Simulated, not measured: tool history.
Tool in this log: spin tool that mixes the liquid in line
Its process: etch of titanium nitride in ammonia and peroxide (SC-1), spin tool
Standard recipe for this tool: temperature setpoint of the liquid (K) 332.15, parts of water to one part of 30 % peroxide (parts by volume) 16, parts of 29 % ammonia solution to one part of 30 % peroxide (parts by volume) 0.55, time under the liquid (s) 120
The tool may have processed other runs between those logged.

run,hour,temperature setpoint of the liquid (K),parts of water to one part of 30 % peroxide (parts by volume),parts of 29 % ammonia solution to one part of 30 % peroxide (parts by volume),time under the liquid (s),wafers since the last listed run,hours since the thermometer was replaced,hours since the ammonia flow meter was replaced,hours since the heated supply line was repaired,hours since the drum of ammonia solution was connected,hours since the gauge calibration,"read-back film thickness of the titanium nitride reference wafer, read on the same gauge (nm)",thickness taken off the titanium nitride on a monitor wafer (Å)
1,0,339.15,16,0.55,120,0,1945.9,547.9,1576.6,165.3,2119.1,109.96,226.2
2,35.2,332.15,16,0.55,120,210,1981.1,583.1,1611.8,200.5,2154.3,110,144.5
3,71,332.15,16,0.55,120,213,2016.9,618.9,1647.6,236.3,2190.1,110.02,143.8
4,135.6,332.15,16,0.55,120,385,2081.5,683.5,1712.2,300.9,2254.7,109.97,144.1
# hour 174.5: gauge calibrated
5,206.9,332.15,16,0.55,120,425,2152.8,754.8,1783.5,372.2,32.4,109.98,144.1
# hour 225: ammonia flow meter replaced
6,249.3,332.15,16,0.55,120,247,2195.2,24.3,1825.9,414.6,74.8,110.02,143.3
7,310.4,327.15,12.5,0.75,75,364,2256.3,85.4,1887,475.7,135.9,109.99,77.3
# hour 348.4: new drum of ammonia solution connected
8,369.6,332.15,22,0.85,120,347,2315.5,144.6,1946.2,21.2,195.1,109.98,132.4
9,403.2,332.15,16,0.55,120,200,2349.1,178.2,1979.8,54.8,228.7,109.95,146.2
# hour 491.6: thermometer replaced
10,497.4,332.15,22,0.85,120,556,5.8,272.4,2074,149,322.9,110.03,131.1
11,559.9,332.15,16,0.55,120,373,68.3,334.9,2136.5,211.5,385.4,110.02,145.6
12,622.3,328.15,9.5,0.3,85,372,130.7,397.3,2198.9,273.9,447.8,110,93
13,651.8,332.15,16,0.55,120,176,160.2,426.8,2228.4,303.4,477.3,110.01,145
14,700.5,324.65,22.5,0.45,120,290,208.9,475.5,2277.1,352.1,526,109.98,69.2
# hour 727: heated supply line repaired
15,770.6,340.65,13,0.75,160,412,279,545.6,43.6,422.2,596.1,109.99,391.6
16,795.8,332.15,11.5,0.4,120,150,304.2,570.8,68.8,447.4,621.3,110.02,163.2
17,859.4,332.15,16,0.55,90,379,367.8,634.4,132.4,511,684.9,110.02,107.1
18,897.5,332.15,12,0.55,120,227,405.9,672.5,170.5,549.1,723,109.97,167.5
# hour 912.2: new drum of ammonia solution connected
# hour 963.8: ammonia flow meter replaced
19,966.1,332.15,16,0.55,120,397,474.5,2.3,239.1,53.9,791.6,110.02,145.5
20,1028.5,332.15,20,0.55,70,372,536.9,64.7,301.5,116.3,854,109.99,75.3

Run 21 comes next. What will it give?
21,1077.9,337.15,21.5,0.85,170,295,586.3,114.1,350.9,165.7,903.4,?,?

{"run 21": {"read-back film thickness of the titanium nitride reference wafer, read on the same gauge (nm)": 109.96, "thickness taken off the titanium nitride on a monitor wafer (Å)": 260.8}}
On a tool with no hidden condition, and with the same random variation, this run would have come out at thickness taken off the titanium nitride on a monitor wafer (Å) 262.8.
